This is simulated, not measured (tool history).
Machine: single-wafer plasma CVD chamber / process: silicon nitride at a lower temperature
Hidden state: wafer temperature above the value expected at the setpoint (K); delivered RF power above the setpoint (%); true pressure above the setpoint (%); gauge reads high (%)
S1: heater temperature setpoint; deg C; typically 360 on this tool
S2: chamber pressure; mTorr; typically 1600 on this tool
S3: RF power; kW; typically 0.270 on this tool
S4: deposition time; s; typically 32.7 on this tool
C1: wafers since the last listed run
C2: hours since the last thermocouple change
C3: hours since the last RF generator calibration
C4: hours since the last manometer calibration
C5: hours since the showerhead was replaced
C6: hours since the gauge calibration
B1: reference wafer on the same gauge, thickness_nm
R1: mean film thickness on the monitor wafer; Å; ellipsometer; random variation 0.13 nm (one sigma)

Run 1, day 0.000: usual settings; C1 0; C2 870.4; C3 1040.0; C4 816.5; C5 3194.9; C6 636.8; B1 36.180. Result: R1 333.56 Å.
Run 2, day 2.850: usual settings but S1 354 deg C; C1 1117; C2 938.8; C3 1108.4; C4 884.9; C5 3263.3; C6 705.2; B1 36.093. Result: R1 331.34 Å.
Run 3, day 5.046: usual settings; C1 860; C2 991.5; C3 1161.1; C4 937.6; C5 3316.0; C6 757.9; B1 36.090. Result: R1 331.70 Å.
Run 4, day 6.304: usual settings but S2 1400 mTorr; C1 493; C2 1021.7; C3 1191.3; C4 967.8; C5 3346.2; C6 788.1; B1 36.067. Result: R1 321.83 Å.
Run 5, day 9.204: usual settings but S2 1400 mTorr; C1 1137; C2 1091.3; C3 1260.9; C4 1037.4; C5 3415.8; C6 857.7; B1 36.022. Result: R1 320.16 Å.
Run 6, day 10.917: usual settings but S2 1380 mTorr; C1 671; C2 1132.4; C3 1302.0; C4 1078.5; C5 3456.9; C6 898.8; B1 35.995. Result: R1 319.90 Å.
Run 7, day 12.471: usual settings; C1 609; C2 1169.7; C3 1339.3; C4 1115.8; C5 3494.2; C6 936.1; B1 35.964. Result: R1 332.10 Å.
Run 8, day 13.988: usual settings; C1 594; C2 1206.1; C3 1375.7; C4 1152.2; C5 3530.6; C6 972.5; B1 35.949. Result: R1 332.93 Å.
Run 9, day 16.796: usual settings but S2 1760 mTorr, S3 0.255 kW; C1 1101; C2 1273.5; C3 1443.1; C4 1219.6; C5 3598.0; C6 1039.9; B1 35.956. Result: R1 317.52 Å.
Run 10, day 19.021: usual settings but S2 1760 mTorr, S3 0.255 kW; C1 872; C2 1326.9; C3 1496.5; C4 1273.0; C5 3651.4; C6 1093.3; B1 35.908. Result: R1 322.03 Å.
Run 11, day 21.483: usual settings but S2 1760 mTorr, S3 0.255 kW; C1 965; C2 1386.0; C3 1555.6; C4 1332.1; C5 3710.5; C6 1152.4; B1 35.892. Result: R1 316.47 Å.
Run 12, day 24.258: usual settings; C1 1088; C2 1452.6; C3 1622.2; C4 1398.7; C5 3777.1; C6 1219.0; B1 35.881. Result: R1 328.76 Å.
At day 25.675: showerhead replaced.
Run 13, day 27.217: usual settings; C1 1029; C2 1523.6; C3 1693.2; C4 1469.7; C5 37.0; C6 1290.0; B1 35.821. Result: R1 329.01 Å.
Run 14, day 28.750: usual settings but S1 366 deg C, S2 1930 mTorr, S3 0.315 kW, S4 28.2 s; C1 601; C2 1560.4; C3 1730.0; C4 1506.5; C5 73.8; C6 1326.8; B1 35.846. Result: R1 342.25 Å.
Run 15, day 30.300: usual settings; C1 607; C2 1597.6; C3 1767.2; C4 1543.7; C5 111.0; C6 1364.0; B1 35.832. Result: R1 332.48 Å.
Run 16, day 31.483: usual settings but S4 36.0 s; C1 463; C2 1626.0; C3 1795.6; C4 1572.1; C5 139.4; C6 1392.4; B1 35.845. Result: R1 361.93 Å.
Run 17, day 33.329: usual settings but S2 1890 mTorr, S3 0.225 kW, S4 28.7 s; C1 723; C2 1670.3; C3 1839.9; C4 1616.4; C5 183.7; C6 1436.7; B1 35.816. Result: R1 248.37 Å.
Run 18, day 36.067: usual settings; C1 1073; C2 1736.0; C3 1905.6; C4 1682.1; C5 249.4; C6 1502.4; B1 35.770. Result: R1 330.19 Å.
At day 37.046: capacitance manometer re-zeroed and calibrated.
Run 19, day 37.192: usual settings but S1 366 deg C, S3 0.255 kW, S4 26.3 s; C1 310; C2 1763.0; C3 1932.6; C4 3.5; C5 276.4; C6 1529.4; B1 35.757. Result: R1 248.87 Å.
At day 39.404: thermocouple changed; heater temperature recalibrated.
At day 39.650: RF generator calibrated.
At day 43.017: gauge calibrated.
Run 20, day 44.929: usual settings but S2 1480 mTorr, S3 0.235 kW, S4 36.2 s; C1 2807; C2 132.6; C3 126.7; C4 189.2; C5 462.1; C6 45.9; B1 37.249. Result: R1 323.53 Å.
Run 21, day 47.221: usual settings but S3 0.245 kW; C1 898; C2 187.6; C3 181.7; C4 244.2; C5 517.1; C6 100.9; B1 37.081. Result: R1 306.35 Å.
Run 22, day 49.208: usual settings but S2 1850 mTorr, S3 0.230 kW; C1 779; C2 235.3; C3 229.4; C4 291.9; C5 564.8; C6 148.6; B1 36.953. Result: R1 298.79 Å.
Run 23, day 51.925: usual settings but S1 372 deg C, S2 1330 mTorr, S3 0.245 kW, S4 38.2 s; C1 1065; C2 300.5; C3 294.6; C4 357.1; C5 630.0; C6 213.8; B1 36.853. Result: R1 340.60 Å.
Run 24, day 53.142: usual settings but S2 1760 mTorr, S3 0.255 kW; C1 477; C2 329.7; C3 323.8; C4 386.3; C5 659.2; C6 243.0; B1 36.789. Result: R1 323.70 Å.
Run 25, day 54.767: usual settings but S1 346 deg C, S2 1200 mTorr, S3 0.240 kW, S4 36.9 s; C1 637; C2 368.7; C3 362.8; C4 425.3; C5 698.2; C6 282.0; B1 36.692. Result: R1 316.15 Å.
Run 26, day 56.929: usual settings but S4 38.9 s; C1 847; C2 420.6; C3 414.7; C4 477.2; C5 750.1; C6 333.9; B1 36.572. Result: R1 400.41 Å.

What if the next run were any one of these 3? Each begins from the tool's condition after run 26:
Run A, day 56.946: usual settings; C1 6; C2 421.0; C3 415.1; C4 477.6; C5 750.5; C6 334.3; B1 ?. Result: R1 ?.
Run B, day 56.946: usual settings but S1 346 deg C, S3 0.250 kW; C1 6; C2 421.0; C3 415.1; C4 477.6; C5 750.5; C6 334.3; B1 ?. Result: R1 ?.
Run C, day 56.946: usual settings but S4 28.7 s; C1 6; C2 421.0; C3 415.1; C4 477.6; C5 750.5; C6 334.3; B1 ?. Result: R1 ?.

run      B1      R1
  A  36.582  335.38
  B  36.582  312.25
  C  36.582  294.44
Without the tool's unlogged condition, the same runs would have read:
run      R1
  A  342.89
  B  319.24
  C  301.03
